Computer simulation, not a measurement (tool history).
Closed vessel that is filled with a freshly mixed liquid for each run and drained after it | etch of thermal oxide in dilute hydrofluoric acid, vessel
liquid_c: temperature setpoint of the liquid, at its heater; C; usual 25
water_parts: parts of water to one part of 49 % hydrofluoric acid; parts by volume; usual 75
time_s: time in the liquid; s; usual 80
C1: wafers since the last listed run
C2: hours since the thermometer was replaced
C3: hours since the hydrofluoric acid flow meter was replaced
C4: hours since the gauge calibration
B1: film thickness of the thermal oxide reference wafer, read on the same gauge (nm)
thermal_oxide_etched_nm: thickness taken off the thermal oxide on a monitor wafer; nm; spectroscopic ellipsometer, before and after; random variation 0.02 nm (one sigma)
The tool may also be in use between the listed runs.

run 1 hour=0 | liquid_c=25 water_parts=75 time_s=120 | C1=0 C2=1284.4 C3=404.5 C4=608.8 | B1=30.01 | thermal_oxide_etched_nm=7.31
run 2 hour=82.6 | liquid_c=29 water_parts=75 time_s=80 | C1=8737 C2=1367 C3=487.1 C4=691.4 | B1=29.96 | thermal_oxide_etched_nm=5.69
run 3 hour=158 | liquid_c=27.5 water_parts=75 time_s=80 | C1=7976 C2=1442.4 C3=562.5 C4=766.8 | B1=29.99 | thermal_oxide_etched_nm=5.42
run 4 hour=227.2 | liquid_c=25 water_parts=105 time_s=80 | C1=7320 C2=1511.6 C3=631.7 C4=836 | B1=30.02 | thermal_oxide_etched_nm=3.34
run 5 hour=280.6 | liquid_c=25 water_parts=75 time_s=80 | C1=5649 C2=1565 C3=685.1 C4=889.4 | B1=30 | thermal_oxide_etched_nm=4.87
run 6 hour=371.7 | liquid_c=25 water_parts=75 time_s=80 | C1=9637 C2=1656.1 C3=776.2 C4=980.5 | B1=30 | thermal_oxide_etched_nm=4.88
run 7 hour=441.1 | liquid_c=25 water_parts=75 time_s=80 | C1=7341 C2=1725.5 C3=845.6 C4=1049.9 | B1=30.03 | thermal_oxide_etched_nm=4.85
run 8 hour=488 | liquid_c=25 water_parts=75 time_s=80 | C1=4961 C2=1772.4 C3=892.5 C4=1096.8 | B1=30.03 | thermal_oxide_etched_nm=4.92
run 9 hour=590.7 | liquid_c=25 water_parts=75 time_s=80 | C1=10864 C2=1875.1 C3=995.2 C4=1199.5 | B1=30 | thermal_oxide_etched_nm=4.88
run 10 hour=626.8 | liquid_c=25 water_parts=75 time_s=80 | C1=3818 C2=1911.2 C3=1031.3 C4=1235.6 | B1=30.02 | thermal_oxide_etched_nm=4.89
run 11 hour=681.4 | liquid_c=25 water_parts=75 time_s=80 | C1=5775 C2=1965.8 C3=1085.9 C4=1290.2 | B1=30.02 | thermal_oxide_etched_nm=4.85
run 12 hour=979.4 | liquid_c=25 water_parts=75 time_s=80 | C1=31524 C2=2263.8 C3=1383.9 C4=1588.2 | B1=30 | thermal_oxide_etched_nm=4.87
run 13 hour=1032 | liquid_c=25 water_parts=75 time_s=80 | C1=5564 C2=2316.4 C3=1436.5 C4=1640.8 | B1=30.02 | thermal_oxide_etched_nm=4.9
run 14 hour=1081.1 | liquid_c=25 water_parts=75 time_s=80 | C1=5194 C2=2365.5 C3=1485.6 C4=1689.9 | B1=30.03 | thermal_oxide_etched_nm=4.87
run 15 hour=1177.3 | liquid_c=25 water_parts=75 time_s=80 | C1=10176 C2=2461.7 C3=1581.8 C4=1786.1 | B1=30.04 | thermal_oxide_etched_nm=4.9
run 16 hour=1245.7 | liquid_c=25 water_parts=75 time_s=80 | C1=7235 C2=2530.1 C3=1650.2 C4=1854.5 | B1=30 | thermal_oxide_etched_nm=4.89
run 17 hour=1297.2 | liquid_c=27 water_parts=75 time_s=80 | C1=5448 C2=2581.6 C3=1701.7 C4=1906 | B1=30.04 | thermal_oxide_etched_nm=5.25
-- hour=1376.1 thermometer replaced
run 18 hour=1402.4 | liquid_c=25 water_parts=75 time_s=80 | C1=11022 C2=26.3 C3=1806.9 C4=2011.2 | B1=29.98 | thermal_oxide_etched_nm=4.86
run 19 hour=1480.5 | liquid_c=20.5 water_parts=75 time_s=35 | C1=8261 C2=104.4 C3=1885 C4=2089.3 | B1=29.99 | thermal_oxide_etched_nm=1.77
run 20 hour=1538.6 | liquid_c=28 water_parts=75 time_s=80 | C1=6146 C2=162.5 C3=1943.1 C4=2147.4 | B1=29.99 | thermal_oxide_etched_nm=5.51
run 21 hour=1629.5 | liquid_c=25 water_parts=75 time_s=80 | C1=9616 C2=253.4 C3=2034 C4=2238.3 | B1=30 | thermal_oxide_etched_nm=4.88
run 22 hour=1699.9 | liquid_c=25 water_parts=110 time_s=95 | C1=7447 C2=323.8 C3=2104.4 C4=2308.7 | B1=29.99 | thermal_oxide_etched_nm=3.78
run 23 hour=1762.2 | liquid_c=25 water_parts=65 time_s=65 | C1=6590 C2=386.1 C3=2166.7 C4=2371 | B1=30.01 | thermal_oxide_etched_nm=4.64
run 24 hour=1813.9 | liquid_c=23 water_parts=75 time_s=80 | C1=5469 C2=437.8 C3=2218.4 C4=2422.7 | B1=29.98 | thermal_oxide_etched_nm=4.48
run 25 hour=1896.9 | liquid_c=22.5 water_parts=90 time_s=45 | C1=8780 C2=520.8 C3=2301.4 C4=2505.7 | B1=30.03 | thermal_oxide_etched_nm=2.02
-- hour=1953.6 hydrofluoric acid flow meter replaced
run 26 hour=1979.7 | liquid_c=25 water_parts=75 time_s=80 | C1=8653 C2=603.6 C3=26.1 C4=2588.5 | B1=29.98 | thermal_oxide_etched_nm=4.89
run 27 hour=2057.3 | liquid_c=28 water_parts=50 time_s=100 | C1=8209 C2=681.2 C3=103.7 C4=2666.1 | B1=29.99 | thermal_oxide_etched_nm=10.68
-- hour=2087.2 gauge calibrated
run 28 hour=2154.7 | liquid_c=25 water_parts=75 time_s=80 | C1=10303 C2=778.6 C3=201.1 C4=67.5 | B1=30.02 | thermal_oxide_etched_nm=4.86
run 29 hour=2222.4 | liquid_c=27 water_parts=45 time_s=80 | C1=7161 C2=846.3 C3=268.8 C4=135.2 | B1=30 | thermal_oxide_etched_nm=9.2
run 30 hour=2318.6 | liquid_c=29.5 water_parts=110 time_s=80 | C1=10176 C2=942.5 C3=365 C4=231.4 | B1=29.99 | thermal_oxide_etched_nm=3.76
run 31 hour=2430.8 | liquid_c=23 water_parts=45 time_s=40 | C1=11869 C2=1054.7 C3=477.2 C4=343.6 | B1=30.04 | thermal_oxide_etched_nm=3.9
run 32 hour=2504.9 | liquid_c=25 water_parts=115 time_s=130 | C1=7838 C2=1128.8 C3=551.3 C4=417.7 | B1=30.01 | thermal_oxide_etched_nm=4.88
run 33 hour=2697.9 | liquid_c=21 water_parts=75 time_s=80 | C1=20416 C2=1321.8 C3=744.3 C4=610.7 | B1=30.01 | thermal_oxide_etched_nm=4.13

Forecast each of these 5 alternatives for the next run:
run A hour=2698.6 | liquid_c=25 water_parts=75 time_s=80 | C1=74 C2=1322.5 C3=745 C4=611.4 | B1=? | thermal_oxide_etched_nm=?
run B hour=2698.6 | liquid_c=25 water_parts=45 time_s=100 | C1=74 C2=1322.5 C3=745 C4=611.4 | B1=? | thermal_oxide_etched_nm=?
run C hour=2698.6 | liquid_c=22 water_parts=65 time_s=80 | C1=74 C2=1322.5 C3=745 C4=611.4 | B1=? | thermal_oxide_etched_nm=?
run D hour=2698.6 | liquid_c=21.5 water_parts=75 time_s=80 | C1=74 C2=1322.5 C3=745 C4=611.4 | B1=? | thermal_oxide_etched_nm=?
run E hour=2698.6 | liquid_c=25 water_parts=75 time_s=50 | C1=74 C2=1322.5 C3=745 C4=611.4 | B1=? | thermal_oxide_etched_nm=?

run=A B1=29.97 thermal_oxide_etched_nm=4.9
run=B B1=29.97 thermal_oxide_etched_nm=10.62
run=C B1=29.97 thermal_oxide_etched_nm=5.07
run=D B1=29.97 thermal_oxide_etched_nm=4.25
run=E B1=29.97 thermal_oxide_etched_nm=3.06
Without the tool's hidden state the same runs would have given:
run=A thermal_oxide_etched_nm=4.9
run=B thermal_oxide_etched_nm=10.62
run=C thermal_oxide_etched_nm=5.07
run=D thermal_oxide_etched_nm=4.25
run=E thermal_oxide_etched_nm=3.06
